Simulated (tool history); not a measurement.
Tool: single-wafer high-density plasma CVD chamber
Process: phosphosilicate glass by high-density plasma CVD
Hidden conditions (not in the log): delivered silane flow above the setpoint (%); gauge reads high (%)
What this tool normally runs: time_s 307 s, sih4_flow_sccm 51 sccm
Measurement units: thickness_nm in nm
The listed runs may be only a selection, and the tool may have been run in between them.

run   hour  time_s  sih4_flow_sccm  wafers since the last listed run  hours since the silane flow controller was replaced  hours since the gauge calibration  read-back reference wafer on the same gauge, thickness_nm  thickness_nm
  1    0.0     307              51                                 0                                               4304.2                               54.4                                                   1650.612      1496.145
  2   10.7     307              51                                70                                               4314.9                               65.1                                                   1649.470      1494.940
  3   19.1     307              56                                55                                               4323.3                               73.5                                                   1649.841      1609.631
  4   31.3     307              56                                80                                               4335.5                               85.7                                                   1650.262      1613.771
  5   39.6     307              51                                54                                               4343.8                               94.0                                                   1649.811      1495.363
  6   51.3     307              51                                77                                               4355.5                              105.7                                                   1650.364      1496.612
  7   63.2     307              51                                78                                               4367.4                              117.6                                                   1650.003      1489.154
  8   69.4     307              51                                41                                               4373.6                              123.8                                                   1649.041      1493.491
  9   84.4     307              51                                99                                               4388.6                              138.8                                                   1649.647      1493.525
 10   95.6     307              51                                74                                               4399.8                              150.0                                                   1650.239      1495.322
 11  110.8     307              51                               100                                               4415.0                              165.2                                                   1649.889      1488.706
 12  135.1     283              48                               160                                               4439.3                              189.5                                                   1649.675      1308.910
 13  143.5     283              48                                55                                               4447.7                              197.9                                                   1650.045      1307.348
 14  156.9     283              48                                88                                               4461.1                              211.3                                                   1650.993      1312.080
 15  163.3     307              51                                42                                               4467.5                              217.7                                                   1649.871      1492.942
 16  175.9     307              51                                83                                               4480.1                              230.3                                                   1651.046      1492.421
 17  183.3     338              55                                49                                               4487.5                              237.7                                                   1649.922      1747.770
     205.6  -- silane flow controller replaced
 18  206.1     291              61                                98                                                  0.5                              260.5                                                   1649.328      1636.888
 19  209.6     327              54                                23                                                  4.0                              264.0                                                   1650.597      1662.646
     216.6  -- gauge calibrated
 20  219.9     341              42                                68                                                 14.3                                3.3                                                   1648.914      1427.121
 21  243.8     363              44                               158                                                 38.2                               27.2                                                   1650.386      1572.821
 22  257.3     271              48                                89                                                 51.7                               40.7                                                   1650.586      1252.622
 23  268.5     307              47                                74                                                 62.9                               51.9                                                   1649.909      1402.625
 24  280.8     274              61                                81                                                 75.2                               64.2                                                   1650.119      1542.463
 25  290.4     367              60                                63                                                 84.8                               73.8                                                   1649.346      2032.180
 26  298.0     307              51                                50                                                 92.4                               81.4                                                   1649.162      1492.457
 27  307.3     281              55                                61                                                101.7                               90.7                                                   1649.997      1447.869
 28  315.9     291              61                                56                                                110.3                               99.3                                                   1649.426      1636.542

3 ways to go on from here, each from the tool as it stands after run 28. What would each give?
  A  316.4     307              51                                 3                                                110.8                               99.8                                                          ?             ?
  B  316.4     336              42                                 3                                                110.8                               99.8                                                          ?             ?
  C  316.4     267              47                                 3                                                110.8                               99.8                                                          ?             ?

run  read-back reference wafer on the same gauge, thickness_nm  thickness_nm
  A                                                   1650.010      1492.263
  B                                                   1650.010      1403.756
  C                                                   1650.010      1216.788
With no hidden state in the tool, these same runs would have given:
run  thickness_nm
  A      1492.263
  B      1403.756
  C      1216.788
